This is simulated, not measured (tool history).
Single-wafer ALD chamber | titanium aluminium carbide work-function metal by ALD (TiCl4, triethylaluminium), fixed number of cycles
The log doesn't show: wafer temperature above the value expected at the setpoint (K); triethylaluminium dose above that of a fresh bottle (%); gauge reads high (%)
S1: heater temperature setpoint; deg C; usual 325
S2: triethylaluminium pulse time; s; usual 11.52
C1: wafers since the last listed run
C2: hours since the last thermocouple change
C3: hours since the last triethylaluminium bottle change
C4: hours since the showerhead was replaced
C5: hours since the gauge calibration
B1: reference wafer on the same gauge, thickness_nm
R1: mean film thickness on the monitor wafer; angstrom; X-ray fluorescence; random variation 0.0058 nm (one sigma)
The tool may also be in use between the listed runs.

{"run": 1, "hour": 0.0, "S1": 325, "S2": 11.52, "C1": 0, "C2": 1839.9, "C3": 1411.9, "C4": 3092.3, "C5": 246.0, "B1": 2.35, "R1": 22.63}
{"run": 2, "hour": 27.7, "S1": 325, "S2": 11.52, "C1": 380, "C2": 1867.6, "C3": 1439.6, "C4": 3120.0, "C5": 273.7, "B1": 2.35, "R1": 22.5}
{"run": 3, "hour": 42.1, "S1": 325, "S2": 11.52, "C1": 197, "C2": 1882.0, "C3": 1454.0, "C4": 3134.4, "C5": 288.1, "B1": 2.351, "R1": 22.44}
{"run": 4, "hour": 67.0, "S1": 325, "S2": 12.62, "C1": 342, "C2": 1906.9, "C3": 1478.9, "C4": 3159.3, "C5": 313.0, "B1": 2.35, "R1": 22.83}
{"hour": 80.8, "done": "gauge calibrated"}
{"run": 5, "hour": 99.8, "S1": 319, "S2": 11.52, "C1": 450, "C2": 1939.7, "C3": 1511.7, "C4": 3192.1, "C5": 19.0, "B1": 2.35, "R1": 21.65}
{"run": 6, "hour": 125.7, "S1": 319, "S2": 11.52, "C1": 355, "C2": 1965.6, "C3": 1537.6, "C4": 3218.0, "C5": 44.9, "B1": 2.349, "R1": 21.44}
{"run": 7, "hour": 148.7, "S1": 319, "S2": 11.52, "C1": 315, "C2": 1988.6, "C3": 1560.6, "C4": 3241.0, "C5": 67.9, "B1": 2.35, "R1": 21.39}
{"run": 8, "hour": 161.5, "S1": 330, "S2": 11.52, "C1": 175, "C2": 2001.4, "C3": 1573.4, "C4": 3253.8, "C5": 80.7, "B1": 2.349, "R1": 22.35}
{"run": 9, "hour": 197.1, "S1": 330, "S2": 11.52, "C1": 489, "C2": 2037.0, "C3": 1609.0, "C4": 3289.4, "C5": 116.3, "B1": 2.35, "R1": 22.24}
{"hour": 219.8, "done": "triethylaluminium bottle replaced"}
{"run": 10, "hour": 232.3, "S1": 325, "S2": 11.52, "C1": 373, "C2": 2072.2, "C3": 12.5, "C4": 3324.6, "C5": 151.5, "B1": 2.35, "R1": 23.99}
{"run": 11, "hour": 261.9, "S1": 325, "S2": 11.52, "C1": 406, "C2": 2101.8, "C3": 42.1, "C4": 3354.2, "C5": 181.1, "B1": 2.35, "R1": 23.97}
{"hour": 301.9, "done": "thermocouple changed; heater temperature recalibrated"}
{"hour": 306.6, "done": "showerhead replaced"}
{"run": 12, "hour": 307.1, "S1": 325, "S2": 11.52, "C1": 447, "C2": 5.2, "C3": 87.3, "C4": 0.5, "C5": 226.3, "B1": 2.35, "R1": 23.34}
{"run": 13, "hour": 325.4, "S1": 325, "S2": 11.52, "C1": 251, "C2": 23.5, "C3": 105.6, "C4": 18.8, "C5": 244.6, "B1": 2.35, "R1": 23.31}
{"run": 14, "hour": 352.8, "S1": 311, "S2": 15.9, "C1": 376, "C2": 50.9, "C3": 133.0, "C4": 46.2, "C5": 272.0, "B1": 2.351, "R1": 22.31}
{"run": 15, "hour": 386.1, "S1": 333, "S2": 15.25, "C1": 457, "C2": 84.2, "C3": 166.3, "C4": 79.5, "C5": 305.3, "B1": 2.35, "R1": 24.7}
{"run": 16, "hour": 408.4, "S1": 325, "S2": 12.7, "C1": 306, "C2": 106.5, "C3": 188.6, "C4": 101.8, "C5": 327.6, "B1": 2.351, "R1": 23.52}
{"hour": 416.5, "done": "gauge calibrated"}
{"run": 17, "hour": 428.4, "S1": 325, "S2": 12.85, "C1": 274, "C2": 126.5, "C3": 208.6, "C4": 121.8, "C5": 11.9, "B1": 2.349, "R1": 23.67}
{"run": 18, "hour": 460.4, "S1": 312, "S2": 11.52, "C1": 439, "C2": 158.5, "C3": 240.6, "C4": 153.8, "C5": 43.9, "B1": 2.349, "R1": 22.1}
{"run": 19, "hour": 486.1, "S1": 325, "S2": 13.79, "C1": 353, "C2": 184.2, "C3": 266.3, "C4": 179.5, "C5": 69.6, "B1": 2.349, "R1": 23.86}
{"run": 20, "hour": 505.7, "S1": 312, "S2": 13.27, "C1": 269, "C2": 203.8, "C3": 285.9, "C4": 199.1, "C5": 89.2, "B1": 2.349, "R1": 22.29}
{"run": 21, "hour": 518.8, "S1": 313, "S2": 8.33, "C1": 179, "C2": 216.9, "C3": 299.0, "C4": 212.2, "C5": 102.3, "B1": 2.349, "R1": 21.03}
{"run": 22, "hour": 539.2, "S1": 317, "S2": 11.52, "C1": 280, "C2": 237.3, "C3": 319.4, "C4": 232.6, "C5": 122.7, "B1": 2.349, "R1": 22.59}
{"run": 23, "hour": 573.7, "S1": 325, "S2": 11.52, "C1": 473, "C2": 271.8, "C3": 353.9, "C4": 267.1, "C5": 157.2, "B1": 2.351, "R1": 23.57}
{"run": 24, "hour": 587.7, "S1": 337, "S2": 15.14, "C1": 192, "C2": 285.8, "C3": 367.9, "C4": 281.1, "C5": 171.2, "B1": 2.35, "R1": 25.31}
{"run": 25, "hour": 613.3, "S1": 325, "S2": 7.76, "C1": 351, "C2": 311.4, "C3": 393.5, "C4": 306.7, "C5": 196.8, "B1": 2.35, "R1": 21.69}

4 ways to go on from here, each from the tool as it stands after run 25. What would each give?
{"run": "A", "hour": 613.7, "S1": 325, "S2": 11.52, "C1": 5, "C2": 311.8, "C3": 393.9, "C4": 307.1, "C5": 197.2, "B1": "?", "R1": "?"}
{"run": "B", "hour": 613.7, "S1": 320, "S2": 15.18, "C1": 5, "C2": 311.8, "C3": 393.9, "C4": 307.1, "C5": 197.2, "B1": "?", "R1": "?"}
{"run": "C", "hour": 613.7, "S1": 329, "S2": 11.52, "C1": 5, "C2": 311.8, "C3": 393.9, "C4": 307.1, "C5": 197.2, "B1": "?", "R1": "?"}
{"run": "D", "hour": 613.7, "S1": 333, "S2": 15.88, "C1": 5, "C2": 311.8, "C3": 393.9, "C4": 307.1, "C5": 197.2, "B1": "?", "R1": "?"}

run=A B1=2.352 R1=23.51
run=B B1=2.352 R1=23.41
run=C B1=2.352 R1=23.94
run=D B1=2.352 R1=24.85
Without the tool's hidden state the same runs would have given:
run=A R1=23.40
run=B R1=23.20
run=C R1=23.82
run=D R1=24.63
